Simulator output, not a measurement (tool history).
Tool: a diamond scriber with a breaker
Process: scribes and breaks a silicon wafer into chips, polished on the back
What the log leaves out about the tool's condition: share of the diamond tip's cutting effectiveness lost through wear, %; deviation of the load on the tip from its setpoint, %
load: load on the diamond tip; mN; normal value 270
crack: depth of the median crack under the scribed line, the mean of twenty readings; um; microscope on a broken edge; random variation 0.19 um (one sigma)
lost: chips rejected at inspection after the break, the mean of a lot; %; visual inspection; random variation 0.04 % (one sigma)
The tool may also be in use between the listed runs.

run	hour	load	wafers since the last listed run	hours since the diamond tip was replaced	hours since the load on the tip was calibrated	incoming depth of the damage left on the back of the incoming wafer, um	crack	lost
1	0.0	235	0	158.3	220.7	0.02	10.18	8.45
2	48.6	235	141	206.9	269.3	0.04	10.00	9.47
3	82.6	214	98	240.9	303.3	0.02	9.21	21.39
4	129.8	214	137	288.1	350.5	0.05	9.08	23.83
5	170.5	290	118	328.8	391.2	0.04	11.87	1.41
6	218.6	290	139	376.9	439.3	0.02	11.69	1.29
# hour 261.1: diamond tip replaced by a new one
7	282.2	290	179	21.1	502.9	0.02	12.27	2.49
# hour 311.9: load on the tip recalibrated
8	337.4	270	154	76.3	25.5	0.05	11.60	1.31
9	369.7	270	94	108.6	57.8	0.02	11.36	1.28
10	414.8	270	131	153.7	102.9	0.03	11.56	1.37
11	481.8	209	194	220.7	169.9	0.02	8.59	24.44
12	524.2	314	123	263.1	212.3	0.03	12.87	5.16
13	570.5	324	134	309.4	258.6	0.05	13.01	6.50
14	617.8	270	137	356.7	305.9	0.01	10.89	2.36
15	685.7	246	197	424.6	373.8	0.04	9.89	10.86
# hour 705.9: diamond tip replaced by a new one, of another model than before
16	739.0	246	149	33.1	427.1	0.03	11.06	2.33
17	806.3	246	195	100.4	494.4	0.02	10.88	2.40
# hour 844.8: load on the tip recalibrated
18	917.5	270	317	211.6	72.7	0.02	11.30	1.42
19	1049.0	270	382	343.1	204.2	0.02	11.36	1.92
20	1079.2	270	87	373.3	234.4	0.04	10.93	2.15
21	1131.4	270	151	425.5	286.6	0.02	10.82	3.01
22	1160.7	296	85	454.8	315.9	0.04	11.18	1.54
# hour 1194.3: diamond tip replaced by a new one
23	1194.8	213	93	0.5	350.0	0.04	9.92	7.73
24	1258.6	316	185	64.3	413.8	0.02	12.69	3.65
25	1307.7	293	142	113.4	462.9	0.02	11.84	1.64
26	1332.5	337	72	138.2	487.7	0.02	13.30	5.40
# hour 1352.8: load on the tip recalibrated
27	1362.9	270	82	168.6	10.1	0.05	11.33	1.41
28	1429.7	297	194	235.4	76.9	0.05	11.90	1.54
29	1473.6	229	127	279.3	120.8	0.02	10.43	6.75
30	1499.8	300	76	305.5	147.0	0.04	12.03	1.43
31	1547.6	227	139	353.3	194.8	0.03	9.87	8.55
32	1585.3	296	109	391.0	232.5	0.03	11.66	1.31
33	1639.4	270	157	445.1	286.6	0.05	10.58	3.61
# hour 1647.4: diamond tip replaced by a new one
34	1710.1	270	199	62.7	357.3	0.04	11.74	1.23
35	1747.9	242	110	100.5	395.1	0.04	10.52	2.68
36	1808.2	225	175	160.8	455.4	0.01	10.38	5.78
# hour 1839.8: load on the tip recalibrated
37	1865.9	270	162	218.5	26.1	0.04	11.17	1.35
38	1896.0	298	87	248.6	56.2	0.01	11.75	1.64
39	1993.2	290	282	345.8	153.4	0.02	11.57	1.28
40	2053.3	248	174	405.9	213.5	0.05	10.55	5.28
41	2119.0	190	191	471.6	279.2	0.05	8.82	24.11
# hour 2178.7: diamond tip replaced by a new one
42	2183.0	222	180	4.3	343.2	0.02	10.68	5.37

What if the next run were any one of these 3? Each begins from the tool's condition after run 42:
A	2183.6	231	1	4.9	343.8	0.03	?	?
B	2183.6	245	1	4.9	343.8	0.03	?	?
C	2183.6	196	1	4.9	343.8	0.03	?	?

run	crack	lost
A	10.64	4.10
B	10.98	2.44
C	9.77	11.95
What these runs would have given with no unlogged condition in the tool:
run	crack	lost
A	10.67	3.94
B	11.00	2.34
C	9.80	11.66
